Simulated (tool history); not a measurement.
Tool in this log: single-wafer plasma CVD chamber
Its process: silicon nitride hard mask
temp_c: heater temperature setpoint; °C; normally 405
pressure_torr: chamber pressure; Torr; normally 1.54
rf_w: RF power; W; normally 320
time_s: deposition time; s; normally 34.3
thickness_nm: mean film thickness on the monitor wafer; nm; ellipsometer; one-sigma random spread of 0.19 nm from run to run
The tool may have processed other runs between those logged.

run	hour	temp_c	pressure_torr	rf_w	time_s	read-back reference wafer on the same gauge, thickness_nm	thickness_nm
1	0.0	405	1.54	370	34.3	47.923	44.310
2	50.6	405	1.36	320	29.0	47.777	33.949
3	76.8	405	1.36	320	29.0	47.959	33.756
4	104.0	405	1.54	320	34.3	47.846	41.879
5	139.9	405	1.54	320	34.3	47.839	41.068
6	184.9	405	1.28	320	36.2	47.894	41.560
# hour 203.0: RF generator calibrated
7	228.5	405	1.24	320	31.1	47.917	35.447
# hour 261.9: thermocouple changed; heater temperature recalibrated
8	283.0	400	1.54	320	36.7	47.915	44.717
9	343.4	405	1.30	320	40.2	47.843	46.842
10	408.6	405	1.36	320	29.0	47.918	34.076
# hour 452.3: showerhead replaced, of another model than before
11	470.0	418	1.75	270	31.2	47.921	33.548
12	529.8	405	1.54	320	34.3	47.952	41.604
13	593.8	405	1.54	320	34.3	47.889	41.495
14	622.4	405	1.44	320	39.0	47.862	46.451
15	691.2	405	1.54	320	34.3	47.804	41.312
16	756.2	410	1.42	385	34.3	47.933	46.225
17	813.4	405	1.42	320	34.3	47.894	40.470
# hour 846.7: capacitance manometer re-zeroed and calibrated
18	870.7	405	1.54	320	36.5	47.851	43.253
19	933.7	405	1.54	320	34.3	47.993	40.674
20	989.8	405	1.54	320	34.3	47.847	40.768
21	1060.1	405	1.36	320	29.0	47.876	33.480
22	1091.4	418	1.54	320	39.2	47.861	46.288
23	1144.0	405	1.70	340	34.3	47.864	43.245
24	1170.0	418	1.76	320	34.3	47.798	41.967
25	1211.3	405	1.86	320	34.3	47.980	42.706
26	1265.6	419	1.54	320	34.3	47.896	40.857
27	1292.2	405	1.54	320	34.3	47.920	41.068
28	1359.9	394	1.31	320	36.1	47.853	41.936
29	1416.0	405	1.54	320	34.3	47.797	41.465

Measured less the same run without the tool's hidden state. The same run-to-run variation is in both; the gauge's scatter may not be:
Hidden conditions of the tool in this case: wafer temperature above the value expected at the setpoint (K); delivered RF power above the setpoint (%); true pressure above the setpoint (%); gauge reads high (%).
run	thickness_nm
1	+0.784
2	+0.624
3	+0.623
4	+0.755
5	+0.745
6	+0.806
7	+0.701
8	+0.830
9	+0.920
10	+0.661
11	+0.459
12	+0.597
13	+0.599
14	+0.679
15	+0.602
16	+0.688
17	+0.604
18	-0.069
19	-0.023
20	+0.012
21	+0.044
22	+0.079
23	+0.100
24	+0.109
25	+0.131
26	+0.155
27	+0.168
28	+0.206
29	+0.221

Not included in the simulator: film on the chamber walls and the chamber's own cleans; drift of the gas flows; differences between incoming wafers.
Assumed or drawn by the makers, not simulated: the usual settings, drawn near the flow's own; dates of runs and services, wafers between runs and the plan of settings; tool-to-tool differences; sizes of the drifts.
